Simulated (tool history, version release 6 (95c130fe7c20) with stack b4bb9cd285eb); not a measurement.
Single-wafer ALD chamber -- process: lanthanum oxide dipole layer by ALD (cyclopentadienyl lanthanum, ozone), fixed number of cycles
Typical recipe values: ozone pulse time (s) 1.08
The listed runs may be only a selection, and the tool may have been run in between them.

run,hour,ozone pulse time (s),"read-back reference wafer on the same gauge, thickness_nm",mean film thickness on the monitor wafer (nm)
1,0,1.08,0.598,0.558
2,57.6,1.08,0.598,0.565
3,127.6,1.08,0.598,0.558
4,214.3,1.08,0.598,0.555
# hour 264.6: gauge calibrated
5,306.8,0.83,0.597,0.53
6,414.4,1.08,0.598,0.555
7,502.9,0.8,0.598,0.523
8,561.7,1.08,0.598,0.551
# hour 623.8: thermocouple changed; heater temperature recalibrated
9,669.3,1.08,0.598,0.55
10,764.5,1.08,0.598,0.544
11,838.4,0.78,0.598,0.513
12,922.7,0.78,0.598,0.507
13,1002.9,0.89,0.598,0.516
14,1053.2,1.26,0.598,0.557
15,1102.4,0.82,0.597,0.508
16,1204,0.91,0.598,0.517
17,1258.2,0.72,0.598,0.491
# hour 1296.7: ozone generator serviced
18,1307.4,1.31,0.598,0.533
19,1382.5,0.75,0.598,0.474
20,1449.9,0.84,0.598,0.483
21,1525.5,1.45,0.598,0.549
22,1706.2,1.42,0.598,0.541
# hour 1734.9: ozone generator serviced, repeated, since the last time left the tool worse
23,1766.9,1.19,0.598,0.577
24,1858.9,1.41,0.598,0.587
25,1928,0.93,0.598,0.553
# hour 1942.9: showerhead replaced
26,2010.6,0.68,0.598,0.523
27,2112.6,1.24,0.598,0.576
28,2175.2,0.78,0.598,0.534
29,2230,0.96,0.598,0.553
30,2292.8,1.08,0.597,0.564
31,2397.5,0.95,0.598,0.552
32,2493.5,0.78,0.598,0.533
33,2574.1,1.08,0.598,0.562
34,2672.6,1.5,0.597,0.591
35,2759.3,1.36,0.598,0.581

A few steps of mean film thickness on the monitor wafer (nm) between consecutive runs. Split each: what settings, incoming material and random variation would produce without the hidden state, and what is left over for the hidden state, along with gauge scatter present in only one of the two compared results (measured, and without hidden state):
Hidden state at play: wafer temperature above the value expected at the setpoint (K); ozone dose above that of a generator just serviced (%); gauge reads high (%).
Run 18 -> 19: ozone pulse time (s) 1.31 -> 0.75. mean film thickness on the monitor wafer (nm) -0.059: hidden state -0.014, all else -0.045.
Run 20 -> 21: ozone pulse time (s) 0.84 -> 1.45. mean film thickness on the monitor wafer (nm) +0.066: hidden state +0.014, all else +0.052.
Run 22 -> 23: ozone pulse time (s) 1.42 -> 1.19, ozone generator serviced, repeated, since the last time left the tool worse. mean film thickness on the monitor wafer (nm) +0.036: hidden state +0.046, all else -0.01.
Run 26 -> 27: ozone pulse time (s) 0.68 -> 1.24. mean film thickness on the monitor wafer (nm) +0.053: hidden state +0, all else +0.053.
